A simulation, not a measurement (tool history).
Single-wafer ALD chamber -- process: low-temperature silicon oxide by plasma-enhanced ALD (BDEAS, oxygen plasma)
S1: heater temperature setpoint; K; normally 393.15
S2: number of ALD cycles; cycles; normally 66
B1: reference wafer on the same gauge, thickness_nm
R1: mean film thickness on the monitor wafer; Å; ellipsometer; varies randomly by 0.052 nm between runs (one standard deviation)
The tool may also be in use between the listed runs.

run 1 hour=0 | S1=393.15 S2=66 | B1=8.9 | R1=100.86
run 2 hour=14 | S1=393.15 S2=66 | B1=8.898 | R1=100.04
run 3 hour=21.9 | S1=393.15 S2=66 | B1=8.903 | R1=100.72
run 4 hour=36.6 | S1=393.15 S2=66 | B1=8.893 | R1=99.9
run 5 hour=53.6 | S1=393.15 S2=66 | B1=8.887 | R1=100.66
run 6 hour=63.6 | S1=393.15 S2=66 | B1=8.899 | R1=100.39
run 7 hour=76.5 | S1=402.15 S2=66 | B1=8.885 | R1=99.04
run 8 hour=89.6 | S1=403.15 S2=75 | B1=8.896 | R1=111.46
run 9 hour=99.1 | S1=403.15 S2=75 | B1=8.895 | R1=112.83
-- hour=109.4 gauge calibrated
run 10 hour=109.7 | S1=403.15 S2=75 | B1=8.907 | R1=112.82
-- hour=121.7 thermocouple changed; heater temperature recalibrated
run 11 hour=122.2 | S1=393.15 S2=66 | B1=8.902 | R1=100.11
run 12 hour=133.8 | S1=384.15 S2=77 | B1=8.893 | R1=119.34
run 13 hour=145.2 | S1=393.15 S2=57 | B1=8.903 | R1=86.55
run 14 hour=152.8 | S1=389.15 S2=58 | B1=8.889 | R1=89.62
run 15 hour=169.1 | S1=393.15 S2=66 | B1=8.906 | R1=100.68
run 16 hour=175.4 | S1=393.15 S2=66 | B1=8.901 | R1=100.71
run 17 hour=190.5 | S1=382.15 S2=59 | B1=8.889 | R1=91.93
run 18 hour=201.8 | S1=393.15 S2=66 | B1=8.907 | R1=100.22
run 19 hour=209 | S1=383.15 S2=77 | B1=8.907 | R1=119.38
run 20 hour=222.2 | S1=393.15 S2=69 | B1=8.902 | R1=106.01
run 21 hour=231.8 | S1=403.15 S2=78 | B1=8.899 | R1=116.38
run 22 hour=246.1 | S1=393.15 S2=60 | B1=8.89 | R1=90.33
run 23 hour=258 | S1=393.15 S2=66 | B1=8.91 | R1=101.5

Predict each of these 3 candidate next runs independently; none follows another, all start after run 23:
run A hour=258.5 | S1=407.15 S2=66 | B1=? | R1=?
run B hour=258.5 | S1=401.15 S2=58 | B1=? | R1=?
run C hour=258.5 | S1=393.15 S2=54 | B1=? | R1=?

run=A B1=8.893 R1=97.83
run=B B1=8.893 R1=87.11
run=C B1=8.893 R1=82.51
What these runs would have given with no unlogged condition in the tool:
run=A R1=97.83
run=B R1=87.11
run=C R1=82.51

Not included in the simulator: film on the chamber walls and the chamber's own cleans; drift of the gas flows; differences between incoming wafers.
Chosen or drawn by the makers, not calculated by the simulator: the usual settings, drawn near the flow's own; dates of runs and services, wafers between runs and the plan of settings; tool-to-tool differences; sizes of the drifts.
